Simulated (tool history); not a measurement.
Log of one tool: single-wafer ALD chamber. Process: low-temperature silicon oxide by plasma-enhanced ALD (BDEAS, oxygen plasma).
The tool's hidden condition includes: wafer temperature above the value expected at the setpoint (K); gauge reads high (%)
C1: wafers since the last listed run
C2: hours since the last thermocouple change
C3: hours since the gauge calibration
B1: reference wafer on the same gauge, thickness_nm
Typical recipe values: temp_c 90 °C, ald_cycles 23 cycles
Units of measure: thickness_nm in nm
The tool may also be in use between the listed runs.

run 1 hour=0 | temp_c=90 ald_cycles=23 | C1=0 C2=1987.5 C3=272.4 | B1=2.848 | thickness_nm=3.566
run 2 hour=8.3 | temp_c=81 ald_cycles=23 | C1=116 C2=1995.8 C3=280.7 | B1=2.848 | thickness_nm=3.668
run 3 hour=27.2 | temp_c=99 ald_cycles=25 | C1=264 C2=2014.7 C3=299.6 | B1=2.852 | thickness_nm=3.741
run 4 hour=41 | temp_c=99 ald_cycles=25 | C1=193 C2=2028.5 C3=313.4 | B1=2.851 | thickness_nm=3.739
run 5 hour=53.7 | temp_c=90 ald_cycles=23 | C1=177 C2=2041.2 C3=326.1 | B1=2.85 | thickness_nm=3.557
run 6 hour=60.4 | temp_c=90 ald_cycles=23 | C1=93 C2=2047.9 C3=332.8 | B1=2.854 | thickness_nm=3.561
run 7 hour=78.2 | temp_c=90 ald_cycles=23 | C1=249 C2=2065.7 C3=350.6 | B1=2.852 | thickness_nm=3.585
run 8 hour=122.1 | temp_c=90 ald_cycles=22 | C1=615 C2=2109.6 C3=394.5 | B1=2.856 | thickness_nm=3.411
run 9 hour=130.1 | temp_c=90 ald_cycles=22 | C1=112 C2=2117.6 C3=402.5 | B1=2.856 | thickness_nm=3.4
run 10 hour=141.6 | temp_c=90 ald_cycles=22 | C1=161 C2=2129.1 C3=414 | B1=2.855 | thickness_nm=3.414
run 11 hour=151.7 | temp_c=98 ald_cycles=23 | C1=141 C2=2139.2 C3=424.1 | B1=2.855 | thickness_nm=3.446
run 12 hour=169.3 | temp_c=90 ald_cycles=24 | C1=246 C2=2156.8 C3=441.7 | B1=2.856 | thickness_nm=3.732
run 13 hour=179.6 | temp_c=90 ald_cycles=24 | C1=144 C2=2167.1 C3=452 | B1=2.857 | thickness_nm=3.728
run 14 hour=189.9 | temp_c=90 ald_cycles=21 | C1=144 C2=2177.4 C3=462.3 | B1=2.857 | thickness_nm=3.256
run 15 hour=198.6 | temp_c=90 ald_cycles=23 | C1=121 C2=2186.1 C3=471 | B1=2.856 | thickness_nm=3.582
run 16 hour=216 | temp_c=90 ald_cycles=23 | C1=243 C2=2203.5 C3=488.4 | B1=2.859 | thickness_nm=3.567
run 17 hour=231.7 | temp_c=90 ald_cycles=23 | C1=220 C2=2219.2 C3=504.1 | B1=2.857 | thickness_nm=3.571
-- hour=265.1 gauge calibrated
run 18 hour=275.8 | temp_c=90 ald_cycles=23 | C1=617 C2=2263.3 C3=10.7 | B1=2.789 | thickness_nm=3.493
run 19 hour=283.8 | temp_c=87 ald_cycles=23 | C1=112 C2=2271.3 C3=18.7 | B1=2.794 | thickness_nm=3.525
run 20 hour=290.9 | temp_c=87 ald_cycles=23 | C1=99 C2=2278.4 C3=25.8 | B1=2.794 | thickness_nm=3.537
run 21 hour=302.2 | temp_c=87 ald_cycles=23 | C1=158 C2=2289.7 C3=37.1 | B1=2.8 | thickness_nm=3.521
run 22 hour=312.7 | temp_c=90 ald_cycles=27 | C1=147 C2=2300.2 C3=47.6 | B1=2.8 | thickness_nm=4.108
run 23 hour=321.4 | temp_c=87 ald_cycles=23 | C1=121 C2=2308.9 C3=56.3 | B1=2.803 | thickness_nm=3.541
run 24 hour=327.7 | temp_c=83 ald_cycles=23 | C1=88 C2=2315.2 C3=62.6 | B1=2.805 | thickness_nm=3.592
run 25 hour=344.2 | temp_c=104 ald_cycles=24 | C1=231 C2=2331.7 C3=79.1 | B1=2.808 | thickness_nm=3.496
run 26 hour=378.9 | temp_c=77 ald_cycles=27 | C1=486 C2=2366.4 C3=113.8 | B1=2.817 | thickness_nm=4.322
run 27 hour=391.8 | temp_c=101 ald_cycles=22 | C1=180 C2=2379.3 C3=126.7 | B1=2.815 | thickness_nm=3.238
-- hour=413.7 thermocouple changed; heater temperature recalibrated
run 28 hour=414.2 | temp_c=81 ald_cycles=24 | C1=201 C2=0.5 C3=149.1 | B1=2.821 | thickness_nm=3.793
run 29 hour=420 | temp_c=82 ald_cycles=26 | C1=81 C2=6.3 C3=154.9 | B1=2.821 | thickness_nm=4.111
run 30 hour=431.3 | temp_c=98 ald_cycles=26 | C1=158 C2=17.6 C3=166.2 | B1=2.823 | thickness_nm=3.848
run 31 hour=441.4 | temp_c=75 ald_cycles=20 | C1=141 C2=27.7 C3=176.3 | B1=2.825 | thickness_nm=3.237
run 32 hour=448.2 | temp_c=99 ald_cycles=27 | C1=95 C2=34.5 C3=183.1 | B1=2.826 | thickness_nm=4.001
run 33 hour=464 | temp_c=90 ald_cycles=23 | C1=221 C2=50.3 C3=198.9 | B1=2.826 | thickness_nm=3.52
run 34 hour=515.8 | temp_c=90 ald_cycles=23 | C1=725 C2=102.1 C3=250.7 | B1=2.833 | thickness_nm=3.535
run 35 hour=529.6 | temp_c=90 ald_cycles=23 | C1=193 C2=115.9 C3=264.5 | B1=2.832 | thickness_nm=3.541
run 36 hour=540.5 | temp_c=90 ald_cycles=19 | C1=152 C2=126.8 C3=275.4 | B1=2.834 | thickness_nm=2.926
run 37 hour=556.7 | temp_c=99 ald_cycles=23 | C1=227 C2=143 C3=291.6 | B1=2.833 | thickness_nm=3.427
run 38 hour=567 | temp_c=90 ald_cycles=23 | C1=144 C2=153.3 C3=301.9 | B1=2.835 | thickness_nm=3.546
run 39 hour=584.5 | temp_c=103 ald_cycles=23 | C1=245 C2=170.8 C3=319.4 | B1=2.835 | thickness_nm=3.393
run 40 hour=593.5 | temp_c=79 ald_cycles=25 | C1=126 C2=179.8 C3=328.4 | B1=2.835 | thickness_nm=3.993
run 41 hour=604.6 | temp_c=90 ald_cycles=23 | C1=155 C2=190.9 C3=339.5 | B1=2.837 | thickness_nm=3.555
run 42 hour=614 | temp_c=97 ald_cycles=28 | C1=131 C2=200.3 C3=348.9 | B1=2.838 | thickness_nm=4.202
run 43 hour=629.1 | temp_c=90 ald_cycles=23 | C1=211 C2=215.4 C3=364 | B1=2.837 | thickness_nm=3.549

List, for all runs, the conditions of the tool that the log does not record:
wafer temperature above the value expected at the setpoint (K): 0 at every run
H1: gauge reads high (%)
run=1 H1=2.11
run=2 H1=2.13
run=3 H1=2.17
run=4 H1=2.19
run=5 H1=2.22
run=6 H1=2.23
run=7 H1=2.25
run=8 H1=2.31
run=9 H1=2.32
run=10 H1=2.33
run=11 H1=2.34
run=12 H1=2.35
run=13 H1=2.36
run=14 H1=2.37
run=15 H1=2.37
run=16 H1=2.38
run=17 H1=2.39
run=18 H1=0.018
run=19 H1=0.11
run=20 H1=0.188
run=21 H1=0.306
run=22 H1=0.407
run=23 H1=0.487
run=24 H1=0.542
run=25 H1=0.676
run=26 H1=0.916
run=27 H1=0.993
run=28 H1=1.11
run=29 H1=1.14
run=30 H1=1.19
run=31 H1=1.24
run=32 H1=1.27
run=33 H1=1.33
run=34 H1=1.49
run=35 H1=1.52
run=36 H1=1.55
run=37 H1=1.58
run=38 H1=1.6
run=39 H1=1.63
run=40 H1=1.65
run=41 H1=1.67
run=42 H1=1.68
run=43 H1=1.7
